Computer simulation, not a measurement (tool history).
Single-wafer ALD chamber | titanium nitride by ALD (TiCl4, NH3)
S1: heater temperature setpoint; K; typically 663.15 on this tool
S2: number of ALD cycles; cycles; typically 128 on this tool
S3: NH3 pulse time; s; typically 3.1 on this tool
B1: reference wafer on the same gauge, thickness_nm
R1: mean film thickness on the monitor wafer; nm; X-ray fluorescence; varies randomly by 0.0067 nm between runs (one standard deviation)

run   hour      S1   S2    S3     B1     R1
  1      0  663.15  146   3.1  2.941  3.054
  2    9.2  663.15  116  2.73  2.945  2.419
  3   25.7  663.15  116  2.73  2.945  2.408
  4     32  663.15  116  2.73  2.946  2.412
  5   40.1  663.15  128   3.1  2.946  2.695
  6   49.9  663.15  128   3.1  2.952  2.684
  7     61  663.15  128   3.1  2.948  2.686
  8   69.1  663.15  128   3.1   2.95  2.707
  9   76.9  663.15  128   3.1  2.953  2.692
 10     94  663.15  128   3.1  2.952  2.693
     104.2  -- gauge calibrated
 11  108.5  663.15  128   3.1  2.931  2.671
 12  124.8  663.15  128   3.1  2.934  2.675
 13  141.6  663.15  128   3.1  2.935  2.684
 14  151.2  663.15  146  2.65  2.937  3.035
 15  165.4  663.15  146  2.65  2.936  3.011
 16  182.5  663.15  146  2.65   2.94  3.025
 17  191.5  659.15  128   3.1   2.94  2.673
 18  197.6  663.15  128   3.1  2.943  2.692
 19  204.3  663.15  128   3.1  2.944   2.68
 20  221.6  673.15  128   3.1  2.943  2.701
 21    229  676.15  118   3.1  2.945  2.492
 22    246  663.15  146  2.65  2.947  3.028
     277.6  -- thermocouple changed; heater temperature recalibrated
 23  282.5  673.15  140   2.1  2.953  2.867
 24  293.2  670.15  128  1.99  2.953  2.597
 25  302.7  663.15  128   3.1  2.952  2.695
     323.5  -- showerhead replaced
     326.9  -- gauge calibrated
 26  336.4  656.15  135  4.16  2.936  2.867
 27  346.1  675.15  111  2.15  2.934  2.272
 28  361.8  653.15  148  3.67  2.939  3.124
 29  377.9  652.15  107   3.1  2.938  2.229
 30  384.7  654.15  148   3.1  2.937  3.101
 31  398.2  663.15  137   3.1  2.942  2.865
 32  414.2  663.15  116  2.73  2.941  2.417
 33  426.2  663.15  120   3.1  2.943  2.507
 34  438.3  659.15  148   4.3  2.942  3.146
 35  450.2  654.15  148   3.1  2.944  3.096
 36  468.1  675.15  139  2.77   2.95  2.922
 37  475.5  656.15  141  2.15   2.95  2.859

Each run again, without the hidden state but with its own random variation kept:
Unlogged tool condition in this case: wafer temperature above the value expected at the setpoint (K); gauge reads high (%).
run     R1
  1  3.041
  2  2.407
  3  2.395
  4  2.398
  5  2.679
  6  2.667
  7  2.668
  8  2.687
  9  2.672
 10  2.672
 11  2.671
 12  2.673
 13   2.68
 14   3.03
 15  3.003
 16  3.016
 17  2.663
 18  2.682
 19  2.669
 20  2.689
 21  2.479
 22  3.011
 23  2.847
 24  2.577
 25  2.674
 26  2.864
 27  2.268
 28  3.117
 29  2.223
 30  3.091
 31  2.855
 32  2.407
 33  2.495
 34  3.129
 35  3.079
 36  2.903
 37   2.84
